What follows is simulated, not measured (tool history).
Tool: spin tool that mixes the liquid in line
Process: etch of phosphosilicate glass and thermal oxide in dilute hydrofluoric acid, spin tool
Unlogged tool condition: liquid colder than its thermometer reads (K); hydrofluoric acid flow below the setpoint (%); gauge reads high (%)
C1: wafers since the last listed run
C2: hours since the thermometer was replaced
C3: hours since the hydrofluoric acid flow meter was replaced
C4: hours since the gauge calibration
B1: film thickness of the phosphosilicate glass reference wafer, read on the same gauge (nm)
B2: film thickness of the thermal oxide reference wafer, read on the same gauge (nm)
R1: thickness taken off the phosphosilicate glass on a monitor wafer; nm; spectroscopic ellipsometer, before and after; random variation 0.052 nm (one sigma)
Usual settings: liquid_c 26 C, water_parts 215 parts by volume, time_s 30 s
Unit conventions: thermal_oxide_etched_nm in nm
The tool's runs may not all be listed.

Run 1, hour 0: usual settings; C1 0; C2 2361.6; C3 982.6; C4 122.2; B1 70.02; B2 149.973. Result: R1 8.67 nm, thermal_oxide_etched_nm 0.532 nm.
Run 2, hour 11: usual settings but liquid_c 30.5 C, time_s 45 s; C1 98; C2 2372.6; C3 993.6; C4 133.2; B1 70.01; B2 150.017. Result: R1 15.4 nm, thermal_oxide_etched_nm 0.972 nm.
Run 3, hour 21.9: usual settings but liquid_c 30.5 C, water_parts 110 parts by volume, time_s 35 s; C1 98; C2 2383.5; C3 1004.5; C4 144.1; B1 69.99; B2 149.935. Result: R1 26.71 nm, thermal_oxide_etched_nm 1.698 nm.
Run 4, hour 38.4: usual settings; C1 148; C2 2400; C3 1021; C4 160.6; B1 70.02; B2 150.006. Result: R1 8.71 nm, thermal_oxide_etched_nm 0.555 nm.
Run 5, hour 47.3: usual settings but liquid_c 27.5 C, water_parts 175 parts by volume, time_s 50 s; C1 80; C2 2408.9; C3 1029.9; C4 169.5; B1 70; B2 149.959. Result: R1 19.66 nm, thermal_oxide_etched_nm 1.253 nm.
At hour 71.7: hydrofluoric acid flow meter replaced.
Run 6, hour 96.9: usual settings; C1 437; C2 2458.5; C3 25.2; C4 219.1; B1 70.01; B2 149.981. Result: R1 9.49 nm, thermal_oxide_etched_nm 0.569 nm.
Run 7, hour 129.3: usual settings but time_s 45 s; C1 291; C2 2490.9; C3 57.6; C4 251.5; B1 69.99; B2 149.995. Result: R1 14.18 nm, thermal_oxide_etched_nm 0.912 nm.
Run 8, hour 139.4: usual settings but liquid_c 28 C; C1 90; C2 2501; C3 67.7; C4 261.6; B1 70; B2 150.005. Result: R1 10.11 nm, thermal_oxide_etched_nm 0.648 nm.
Run 9, hour 152.6: usual settings but water_parts 180 parts by volume, time_s 50 s; C1 118; C2 2514.2; C3 80.9; C4 274.8; B1 69.98; B2 149.982. Result: R1 19.27 nm, thermal_oxide_etched_nm 1.148 nm.
At hour 158.6: thermometer replaced.
Run 10, hour 164.1: usual settings; C1 94; C2 5.5; C3 92.4; C4 286.3; B1 70; B2 150.022. Result: R1 10.29 nm, thermal_oxide_etched_nm 0.661 nm.
Run 11, hour 173.6: usual settings but liquid_c 23.5 C, time_s 15 s; C1 85; C2 15; C3 101.9; C4 295.8; B1 70.01; B2 150.02. Result: R1 4.65 nm, thermal_oxide_etched_nm 0.289 nm.
Run 12, hour 182.6: usual settings but liquid_c 28.5 C, water_parts 250 parts by volume; C1 80; C2 24; C3 110.9; C4 304.8; B1 70.02; B2 150.026. Result: R1 9.2 nm, thermal_oxide_etched_nm 0.583 nm.
Run 13, hour 200.1: usual settings but liquid_c 30.5 C, water_parts 325 parts by volume, time_s 15 s; C1 157; C2 41.5; C3 128.4; C4 322.3; B1 69.97; B2 150.015. Result: R1 3.47 nm, thermal_oxide_etched_nm 0.218 nm.
Run 14, hour 206.7: usual settings; C1 59; C2 48.1; C3 135; C4 328.9; B1 70; B2 150.017. Result: R1 10.14 nm, thermal_oxide_etched_nm 0.608 nm.
Run 15, hour 222.6: usual settings but time_s 20 s; C1 143; C2 64; C3 150.9; C4 344.8; B1 69.97; B2 150.01. Result: R1 6.78 nm, thermal_oxide_etched_nm 0.438 nm.
Run 16, hour 229.4: usual settings but liquid_c 23 C, water_parts 145 parts by volume, time_s 15 s; C1 61; C2 70.8; C3 157.7; C4 351.6; B1 70; B2 150.004. Result: R1 7.28 nm, thermal_oxide_etched_nm 0.44 nm.
Run 17, hour 245.7: usual settings but liquid_c 23 C; C1 146; C2 87.1; C3 174; C4 367.9; B1 70.03; B2 150.009. Result: R1 9.14 nm, thermal_oxide_etched_nm 0.58 nm.
Run 18, hour 260.6: usual settings but water_parts 145 parts by volume, time_s 40 s; C1 134; C2 102; C3 188.9; C4 382.8; B1 69.99; B2 149.994. Result: R1 21.73 nm, thermal_oxide_etched_nm 1.305 nm.
Run 19, hour 267.2: usual settings but liquid_c 30.5 C; C1 59; C2 108.6; C3 195.5; C4 389.4; B1 70.02; B2 149.963. Result: R1 11.85 nm, thermal_oxide_etched_nm 0.776 nm.
Run 20, hour 284.4: usual settings but time_s 25 s; C1 154; C2 125.8; C3 212.7; C4 406.6; B1 70; B2 150.01. Result: R1 8.39 nm, thermal_oxide_etched_nm 0.577 nm.
Run 21, hour 292.2: usual settings but water_parts 270 parts by volume, time_s 15 s; C1 70; C2 133.6; C3 220.5; C4 414.4; B1 70; B2 150.009. Result: R1 3.79 nm, thermal_oxide_etched_nm 0.234 nm.
Run 22, hour 298.7: usual settings but liquid_c 22.5 C, time_s 25 s; C1 58; C2 140.1; C3 227; C4 420.9; B1 70.02; B2 150.055. Result: R1 7.29 nm, thermal_oxide_etched_nm 0.491 nm.
Run 23, hour 319.6: usual settings but liquid_c 23 C, water_parts 325 parts by volume; C1 188; C2 161; C3 247.9; C4 441.8; B1 70.02; B2 150.02. Result: R1 5.33 nm, thermal_oxide_etched_nm 0.347 nm.
Run 24, hour 329: usual settings; C1 84; C2 170.4; C3 257.3; C4 451.2; B1 70.01; B2 150.041. Result: R1 10.02 nm, thermal_oxide_etched_nm 0.687 nm.
Run 25, hour 338.4: usual settings but liquid_c 22 C, water_parts 305 parts by volume; C1 84; C2 179.8; C3 266.7; C4 460.6; B1 69.98; B2 150.038. Result: R1 5.59 nm, thermal_oxide_etched_nm 0.352 nm.
Run 26, hour 352.2: usual settings but liquid_c 28.5 C, water_parts 135 parts by volume, time_s 15 s; C1 124; C2 193.6; C3 280.5; C4 474.4; B1 70.02; B2 149.975. Result: R1 9.61 nm, thermal_oxide_etched_nm 0.621 nm.

Branching from run 26: 4 alternative next runs. What would each branch give?
Run A, hour 352.6: usual settings but liquid_c 28.5 C; C1 3; C2 194; C3 280.9; C4 474.8; B1 ?; B2 ?. Result: R1 ?, thermal_oxide_etched_nm ?.
Run B, hour 352.6: usual settings but liquid_c 28 C, water_parts 245 parts by volume, time_s 35 s; C1 3; C2 194; C3 280.9; C4 474.8; B1 ?; B2 ?. Result: R1 ?, thermal_oxide_etched_nm ?.
Run C, hour 352.6: usual settings but time_s 50 s; C1 3; C2 194; C3 280.9; C4 474.8; B1 ?; B2 ?. Result: R1 ?, thermal_oxide_etched_nm ?.
Run D, hour 352.6: usual settings but liquid_c 21 C, time_s 45 s; C1 3; C2 194; C3 280.9; C4 474.8; B1 ?; B2 ?. Result: R1 ?, thermal_oxide_etched_nm ?.

run     B1       B2     R1  thermal_oxide_etched_nm
  A  69.98  149.983  10.76                    0.681
  B  69.98  149.983  10.46                    0.662
  C  69.98  149.983  16.42                    1.039
  D  69.98  149.983  12.28                    0.778
What these runs would have given with no unlogged condition in the tool:
run     R1  thermal_oxide_etched_nm
  A  11.43                    0.724
  B  11.12                    0.704
  C  17.45                    1.105
  D  13.06                    0.827
